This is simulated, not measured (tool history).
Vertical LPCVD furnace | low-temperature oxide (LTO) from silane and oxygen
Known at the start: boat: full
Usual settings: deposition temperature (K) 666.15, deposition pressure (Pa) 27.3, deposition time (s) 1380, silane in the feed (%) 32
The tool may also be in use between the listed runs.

run,hour,deposition temperature (K),deposition pressure (Pa),deposition time (s),silane in the feed (%),wafers since the last listed run,hours since the last temperature calibration,hours since the pressure gauge was zeroed,hours since the silane flow controller was replaced,hours since the gauge calibration,"read-back reference wafer on the same gauge, thickness",film thickness on the monitor wafer in the middle of the boat (angstrom)
1,0.0,666.15,27.3,1110,32,0,3698.7,3173.9,3873.1,485.3,149.96,1196.3
2,49.3,666.15,27.3,1110,32,479,3748.0,3223.2,3922.4,534.6,149.81,1194.0
3,135.6,666.15,27.3,1110,32,838,3834.3,3309.5,4008.7,620.9,150.11,1190.3
4,173.6,666.15,27.3,1380,32,369,3872.3,3347.5,4046.7,658.9,150.13,1477.1
# hour 227.0: gauge calibrated
5,251.3,666.15,27.3,1380,32,755,3950.0,3425.2,4124.4,24.3,149.99,1490.8
6,325.6,661.15,22.0,1380,32,722,4024.3,3499.5,4198.7,98.6,149.98,1125.5
# hour 439.7: silane flow controller replaced
7,440.2,661.15,22.0,1380,32,880,4138.9,3614.1,0.5,213.2,150.05,1132.6
8,493.1,661.15,22.0,1380,32,514,4191.8,3667.0,53.4,266.1,149.90,1135.5
# hour 604.5: thermocouples replaced and temperature profile calibrated
9,605.0,666.15,27.3,1380,32,854,0.5,3778.9,165.3,378.0,149.96,1449.6
10,656.4,666.15,27.3,1080,35,499,51.9,3830.3,216.7,429.4,150.18,1275.3
11,746.0,661.15,22.0,1380,32,871,141.5,3919.9,306.3,519.0,150.00,1093.0
12,783.3,666.15,22.0,1710,32,362,178.8,3957.2,343.6,556.3,149.90,1446.0
13,831.2,666.15,24.7,1380,37,465,226.7,4005.1,391.5,604.2,150.14,1591.3
# hour 865.6: gauge calibrated
# hour 879.3: pressure gauge zeroed
14,899.0,666.15,27.3,1380,32,425,294.5,19.7,459.3,33.4,149.99,1442.0
15,955.5,662.15,32.7,1380,32,549,351.0,76.2,515.8,89.9,149.81,1638.3
16,1014.5,666.15,27.3,1380,37,573,410.0,135.2,574.8,148.9,150.07,1761.2
17,1107.8,655.15,30.7,1890,26,906,503.3,228.5,668.1,242.2,149.94,1406.1
18,1155.1,674.15,27.3,1380,37,459,550.6,275.8,715.4,289.5,150.02,1930.9

Forecast each of these 3 alternatives for the next run:
A,1159.9,666.15,27.3,1920,32,46,555.4,280.6,720.2,294.3,?,?
B,1159.9,661.15,22.7,1740,32,46,555.4,280.6,720.2,294.3,?,?
C,1159.9,660.15,21.3,1380,28,46,555.4,280.6,720.2,294.3,?,?

run,"read-back reference wafer on the same gauge, thickness",film thickness on the monitor wafer in the middle of the boat (angstrom)
A,150.01,2017.1
B,150.01,1426.6
C,150.01,861.2
Without the tool's hidden state the same runs would have given:
run,film thickness on the monitor wafer in the middle of the boat (angstrom)
A,2011.2
B,1422.3
C,858.5
